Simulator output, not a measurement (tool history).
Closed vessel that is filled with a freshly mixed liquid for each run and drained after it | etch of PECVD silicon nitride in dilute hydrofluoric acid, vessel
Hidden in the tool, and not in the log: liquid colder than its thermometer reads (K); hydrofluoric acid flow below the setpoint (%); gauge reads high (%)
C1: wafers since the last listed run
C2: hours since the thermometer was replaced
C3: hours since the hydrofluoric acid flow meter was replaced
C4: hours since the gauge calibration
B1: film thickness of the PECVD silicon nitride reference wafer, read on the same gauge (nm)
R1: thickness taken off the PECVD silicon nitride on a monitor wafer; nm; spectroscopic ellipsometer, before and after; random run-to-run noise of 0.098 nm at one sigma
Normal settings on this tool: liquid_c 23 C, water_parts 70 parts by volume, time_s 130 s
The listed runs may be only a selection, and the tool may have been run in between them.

Run 1, hour 0: usual settings but liquid_c 21.5 C; C1 0; C2 263.4; C3 415.2; C4 796.7; B1 40.05. Result: R1 8.37 nm.
Run 2, hour 93.2: usual settings but liquid_c 21.5 C; C1 10771; C2 356.6; C3 508.4; C4 889.9; B1 39.97. Result: R1 8.34 nm.
At hour 365.9: hydrofluoric acid flow meter replaced.
Run 3, hour 399.9: usual settings but water_parts 45 parts by volume, time_s 85 s; C1 35329; C2 663.3; C3 34; C4 1196.6; B1 39.97. Result: R1 8.59 nm.
At hour 430.7: thermometer replaced.
Run 4, hour 461: usual settings but water_parts 45 parts by volume, time_s 85 s; C1 6945; C2 30.3; C3 95.1; C4 1257.7; B1 39.99. Result: R1 9.72 nm.
Run 5, hour 538.6: usual settings but time_s 185 s; C1 8968; C2 107.9; C3 172.7; C4 1335.3; B1 39.97. Result: R1 13.79 nm.
Run 6, hour 582.7: usual settings; C1 5096; C2 152; C3 216.8; C4 1379.4; B1 39.99. Result: R1 9.49 nm.
Run 7, hour 684.8: usual settings but water_parts 50 parts by volume; C1 11799; C2 254.1; C3 318.9; C4 1481.5; B1 40.01. Result: R1 13.04 nm.
Run 8, hour 755.7: usual settings but water_parts 50 parts by volume; C1 8193; C2 325; C3 389.8; C4 1552.4; B1 40.02. Result: R1 12.78 nm.
Run 9, hour 831.6: usual settings; C1 8771; C2 400.9; C3 465.7; C4 1628.3; B1 40.02. Result: R1 9.04 nm.
Run 10, hour 903.1: usual settings; C1 8263; C2 472.4; C3 537.2; C4 1699.8; B1 40.02. Result: R1 9 nm.
Run 11, hour 964.5: usual settings but liquid_c 25.5 C; C1 7096; C2 533.8; C3 598.6; C4 1761.2; B1 39.99. Result: R1 10.52 nm.
Run 12, hour 1022.6: usual settings but liquid_c 21 C, water_parts 100 parts by volume; C1 6714; C2 591.9; C3 656.7; C4 1819.3; B1 40.01. Result: R1 5.35 nm.
At hour 1170.9: thermometer replaced.
At hour 1204.9: hydrofluoric acid flow meter replaced.
Run 13, hour 1299.3: usual settings but time_s 75 s; C1 31747; C2 128.4; C3 94.4; C4 2096; B1 39.98. Result: R1 5.49 nm.
At hour 1300.8: gauge calibrated.
Run 14, hour 1398.5: usual settings but liquid_c 19.5 C, water_parts 50 parts by volume, time_s 155 s; C1 11464; C2 227.6; C3 193.6; C4 97.7; B1 40.01. Result: R1 11.95 nm.
Run 15, hour 1457.4: usual settings; C1 6807; C2 286.5; C3 252.5; C4 156.6; B1 39.99. Result: R1 9.12 nm.
Run 16, hour 1563.5: usual settings but liquid_c 18.5 C, water_parts 105 parts by volume, time_s 210 s; C1 12262; C2 392.6; C3 358.6; C4 262.7; B1 40.02. Result: R1 7.24 nm.
Run 17, hour 1631.4: usual settings but liquid_c 26 C, water_parts 35 parts by volume, time_s 55 s; C1 7847; C2 460.5; C3 426.5; C4 330.6; B1 40.02. Result: R1 8.95 nm.
Run 18, hour 1667.9: usual settings; C1 4218; C2 497; C3 463; C4 367.1; B1 39.99. Result: R1 8.88 nm.
Run 19, hour 1736.4: usual settings but liquid_c 20 C, time_s 195 s; C1 7916; C2 565.5; C3 531.5; C4 435.6; B1 39.96. Result: R1 10.82 nm.
Run 20, hour 1816.5: usual settings but water_parts 55 parts by volume, time_s 155 s; C1 9257; C2 645.6; C3 611.6; C4 515.7; B1 39.98. Result: R1 12.94 nm.
At hour 1834.3: thermometer replaced.
Run 21, hour 1898.4: usual settings but liquid_c 27.5 C, water_parts 55 parts by volume, time_s 100 s; C1 9349; C2 64.1; C3 693.5; C4 597.6; B1 39.99. Result: R1 13.01 nm.
At hour 2000.6: hydrofluoric acid flow meter replaced.
Run 22, hour 2001.1: usual settings but liquid_c 20.5 C, time_s 150 s; C1 11753; C2 166.8; C3 0.5; C4 700.3; B1 40.02. Result: R1 9.32 nm.
Run 23, hour 2100.8: usual settings but time_s 90 s; C1 11522; C2 266.5; C3 100.2; C4 800; B1 40.01. Result: R1 6.53 nm.
Run 24, hour 2193.3: usual settings; C1 10690; C2 359; C3 192.7; C4 892.5; B1 39.99. Result: R1 9.25 nm.
Run 25, hour 2287.4: usual settings but liquid_c 25 C; C1 10875; C2 453.1; C3 286.8; C4 986.6; B1 39.98. Result: R1 10.39 nm.
Run 26, hour 2346.5: usual settings but liquid_c 18.5 C, water_parts 45 parts by volume, time_s 150 s; C1 6830; C2 512.2; C3 345.9; C4 1045.7; B1 39.99. Result: R1 11.52 nm.
Run 27, hour 2417.7: usual settings but liquid_c 26 C, time_s 60 s; C1 8228; C2 583.4; C3 417.1; C4 1116.9; B1 39.95. Result: R1 4.96 nm.
Run 28, hour 2487.9: usual settings; C1 8113; C2 653.6; C3 487.3; C4 1187.1; B1 40.01. Result: R1 8.52 nm.
Run 29, hour 2559.6: usual settings but liquid_c 27.5 C, water_parts 55 parts by volume, time_s 100 s; C1 8286; C2 725.3; C3 559; C4 1258.8; B1 40. Result: R1 11.29 nm.
At hour 2563.4: thermometer replaced.
Run 30, hour 2629.3: usual settings but water_parts 55 parts by volume, time_s 195 s; C1 7939; C2 65.9; C3 628.7; C4 1328.5; B1 40.01. Result: R1 18.25 nm.
Run 31, hour 2723.7: usual settings but liquid_c 18.5 C, water_parts 95 parts by volume; C1 10909; C2 160.3; C3 723.1; C4 1422.9; B1 39.99. Result: R1 5.16 nm.

Give the tool's hidden conditions for every run:
hydrofluoric acid flow below the setpoint (%): 0 across all the runs
gauge reads high (%): 0 across all the runs
H1: liquid colder than its thermometer reads (K)
run     H1
  1  0.831
  2   1.07
  3   1.88
  4  0.177
  5   0.38
  6  0.496
  7  0.764
  8  0.949
  9   1.15
 10   1.34
 11    1.5
 12   1.65
 13  0.558
 14  0.818
 15  0.972
 16   1.25
 17   1.43
 18   1.52
 19    1.7
 20   1.91
 21  0.197
 22  0.466
 23  0.727
 24   0.97
 25   1.22
 26   1.37
 27   1.56
 28   1.74
 29   1.93
 30  0.183
 31   0.43

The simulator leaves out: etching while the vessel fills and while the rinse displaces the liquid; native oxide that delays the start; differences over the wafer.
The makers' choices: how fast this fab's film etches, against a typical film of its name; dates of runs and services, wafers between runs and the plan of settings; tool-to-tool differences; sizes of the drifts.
